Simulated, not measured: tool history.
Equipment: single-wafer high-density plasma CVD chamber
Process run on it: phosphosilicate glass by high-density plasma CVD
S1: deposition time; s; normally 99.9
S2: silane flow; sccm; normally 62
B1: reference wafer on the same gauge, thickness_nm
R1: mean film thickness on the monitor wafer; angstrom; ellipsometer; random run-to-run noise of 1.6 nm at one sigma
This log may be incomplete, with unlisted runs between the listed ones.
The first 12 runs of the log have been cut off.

run 13 hour=947.6 | S1=99.9 S2=69 | B1=684.352 | R1=6463.21
-- hour=998.5 silane flow controller replaced
run 14 hour=1004.0 | S1=99.9 S2=66 | B1=684.148 | R1=6315.40
run 15 hour=1079.8 | S1=99.9 S2=62 | B1=683.761 | R1=5906.11
run 16 hour=1164.6 | S1=99.9 S2=62 | B1=683.806 | R1=5873.96
run 17 hour=1258.9 | S1=99.9 S2=62 | B1=684.463 | R1=5840.54
run 18 hour=1301.8 | S1=99.9 S2=62 | B1=684.659 | R1=5891.18
run 19 hour=1369.9 | S1=99.9 S2=62 | B1=684.705 | R1=5861.03
run 20 hour=1451.9 | S1=114.9 S2=69 | B1=684.013 | R1=7502.87
run 21 hour=1523.5 | S1=99.9 S2=62 | B1=684.054 | R1=5842.73
run 22 hour=1645.0 | S1=119.6 S2=52 | B1=683.998 | R1=5841.38
run 23 hour=1748.7 | S1=106.1 S2=62 | B1=683.178 | R1=6183.01
-- hour=1827.6 gauge calibrated
run 24 hour=1853.0 | S1=113.4 S2=72 | B1=683.950 | R1=7659.23
run 25 hour=1905.9 | S1=117.6 S2=52 | B1=684.848 | R1=5762.29
run 26 hour=2003.8 | S1=84.5 S2=62 | B1=684.694 | R1=4927.07
run 27 hour=2049.2 | S1=85.4 S2=56 | B1=683.516 | R1=4494.26
run 28 hour=2150.2 | S1=84.6 S2=52 | B1=683.952 | R1=4123.91
run 29 hour=2247.2 | S1=90.8 S2=57 | B1=684.327 | R1=4864.86
run 30 hour=2330.5 | S1=99.9 S2=68 | B1=684.236 | R1=6355.64
run 31 hour=2395.0 | S1=91.4 S2=73 | B1=683.629 | R1=6229.99
run 32 hour=2444.8 | S1=90.7 S2=65 | B1=683.656 | R1=5532.27

Forecast run 33:
run 33 hour=2532.4 | S1=93.6 S2=52 | B1=? | R1=?

{"run 33": {"B1": 683.525, "R1": 4559.92}}
If the tool had no hidden condition, the same run with the same run-to-run variation would have returned R1 4639.92 angstrom.

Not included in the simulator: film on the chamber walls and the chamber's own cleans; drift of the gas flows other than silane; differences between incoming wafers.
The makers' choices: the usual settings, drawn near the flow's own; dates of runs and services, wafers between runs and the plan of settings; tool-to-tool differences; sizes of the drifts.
